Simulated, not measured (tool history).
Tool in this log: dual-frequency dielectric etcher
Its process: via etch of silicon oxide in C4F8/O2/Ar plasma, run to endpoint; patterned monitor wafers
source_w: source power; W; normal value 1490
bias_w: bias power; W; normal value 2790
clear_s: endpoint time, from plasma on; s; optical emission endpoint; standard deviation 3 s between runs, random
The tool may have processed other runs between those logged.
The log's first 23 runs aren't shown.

run   hour  source_w  bias_w  incoming incoming film thickness, nm  clear_s
     555.6  -- wet clean of the chamber
 24  556.1      1490    2790                                1939.3    407.4
     588.5  -- upper electrode replaced
 25    589      1850    3311                                1936.6    355.9
 26  604.6      1620    2313                                1922.6    422.8
     614.9  -- source power generator calibrated
 27  627.4      1490    2790                                1936.4    413.2
 28  660.2      1170    2790                                1925.8    432.5
     744.1  -- wet clean of the chamber, repeated, since the last time left the tool worse
 29  746.1      1240    2999                                1914.1    382.1
 30  762.6      1790    2360                                1927.5    376.9
 31  791.7      1820    3130                                  1917    333.5
 32  808.3      1280    2249                                1937.9      432
 33  827.9      1130    3397                                1937.3    381.8
 34  841.6      1490    2790                                1922.1    378.3
 35  872.9      1780    2159                                1947.3    399.4
 36  890.7      1260    2790                                1924.2      387

3 options for the next run, each taken on its own from the tool as it stands now. Forecast them:
  A  891.2      1490    2790                                1939.1        ?
  B  891.2      1750    3285                                1939.1        ?
  C  891.2      1300    3352                                1939.1        ?

run  clear_s
  A    376.7
  B    334.7
  C    364.1
With the hidden condition removed and each run's random variation left untouched, the same runs would have given:
run  clear_s
  A    381.3
  B    338.8
  C    368.5
